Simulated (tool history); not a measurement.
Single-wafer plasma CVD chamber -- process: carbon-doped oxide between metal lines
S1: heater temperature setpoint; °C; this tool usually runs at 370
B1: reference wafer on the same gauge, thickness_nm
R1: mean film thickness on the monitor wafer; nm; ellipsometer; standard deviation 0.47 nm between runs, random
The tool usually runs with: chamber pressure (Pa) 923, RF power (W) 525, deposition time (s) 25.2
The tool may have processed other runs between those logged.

Run 1, day 0.000: usual settings but chamber pressure (Pa) 972; B1 135.150. Result: R1 131.986 nm.
Run 2, day 1.221: usual settings but chamber pressure (Pa) 972; B1 135.064. Result: R1 131.897 nm.
Run 3, day 2.208: usual settings but deposition time (s) 23.2; B1 134.937. Result: R1 121.738 nm.
Run 4, day 2.800: usual settings but deposition time (s) 23.2; B1 135.126. Result: R1 121.115 nm.
At day 3.096: gauge calibrated.
Run 5, day 5.354: usual settings but deposition time (s) 21.4; B1 135.081. Result: R1 112.729 nm.
At day 6.508: RF generator calibrated.
Run 6, day 6.529: usual settings but S1 376 °C; B1 135.154. Result: R1 130.827 nm.
Run 7, day 7.412: usual settings but S1 383 °C, chamber pressure (Pa) 844, RF power (W) 560, deposition time (s) 23.8; B1 135.092. Result: R1 125.053 nm.
Run 8, day 8.229: usual settings but S1 362 °C, chamber pressure (Pa) 757, RF power (W) 610, deposition time (s) 29.6; B1 134.997. Result: R1 165.440 nm.
Run 9, day 9.575: usual settings but S1 382 °C, deposition time (s) 26.5; B1 135.009. Result: R1 135.344 nm.
Run 10, day 11.046: usual settings but S1 360 °C, RF power (W) 485, deposition time (s) 22.8; B1 134.970. Result: R1 117.378 nm.
Run 11, day 11.967: usual settings but chamber pressure (Pa) 749; B1 134.940. Result: R1 128.744 nm.
Run 12, day 13.333: usual settings but S1 363 °C, RF power (W) 560, deposition time (s) 21.9; B1 134.971. Result: R1 119.491 nm.
At day 14.325: showerhead replaced.
Run 13, day 14.804: usual settings but chamber pressure (Pa) 1008; B1 135.004. Result: R1 132.417 nm.
At day 15.262: thermocouple changed; heater temperature recalibrated.
Run 14, day 15.888: usual settings; B1 134.948. Result: R1 134.618 nm.
Run 15, day 17.079: usual settings but S1 382 °C, deposition time (s) 28.3; B1 135.060. Result: R1 147.247 nm.
Run 16, day 17.746: usual settings; B1 134.984. Result: R1 133.061 nm.
Run 17, day 18.779: usual settings but S1 365 °C, chamber pressure (Pa) 1097, deposition time (s) 21.0; B1 134.961. Result: R1 114.107 nm.
Run 18, day 19.492: usual settings; B1 135.088. Result: R1 132.607 nm.
Run 19, day 20.796: usual settings but S1 378 °C, RF power (W) 485, deposition time (s) 21.1; B1 134.949. Result: R1 106.170 nm.
Run 20, day 21.462: usual settings but S1 378 °C; B1 134.998. Result: R1 131.581 nm.
Run 21, day 22.246: usual settings but S1 381 °C; B1 134.825. Result: R1 129.939 nm.
Run 22, day 22.796: usual settings but chamber pressure (Pa) 831; B1 134.969. Result: R1 131.409 nm.
Run 23, day 23.796: usual settings but S1 379 °C, chamber pressure (Pa) 1005, deposition time (s) 23.7; B1 135.083. Result: R1 123.119 nm.
Run 24, day 24.667: usual settings but S1 356 °C, chamber pressure (Pa) 1100, RF power (W) 590, deposition time (s) 21.9; B1 134.911. Result: R1 128.005 nm.
Run 25, day 25.304: usual settings but S1 382 °C, chamber pressure (Pa) 1081, RF power (W) 460; B1 134.871. Result: R1 123.604 nm.
Run 26, day 26.771: usual settings but chamber pressure (Pa) 729, RF power (W) 570; B1 135.037. Result: R1 133.787 nm.

Estimate the outcome of run 27 from the log above:
Run 27, day 28.200: usual settings but deposition time (s) 28.9; B1 ?. Result: R1 ?.

{"run 27": {"B1": 134.836, "R1": 152.275}}
On a tool with no hidden condition, and with the same random variation, this run would have come out at R1 153.280 nm.

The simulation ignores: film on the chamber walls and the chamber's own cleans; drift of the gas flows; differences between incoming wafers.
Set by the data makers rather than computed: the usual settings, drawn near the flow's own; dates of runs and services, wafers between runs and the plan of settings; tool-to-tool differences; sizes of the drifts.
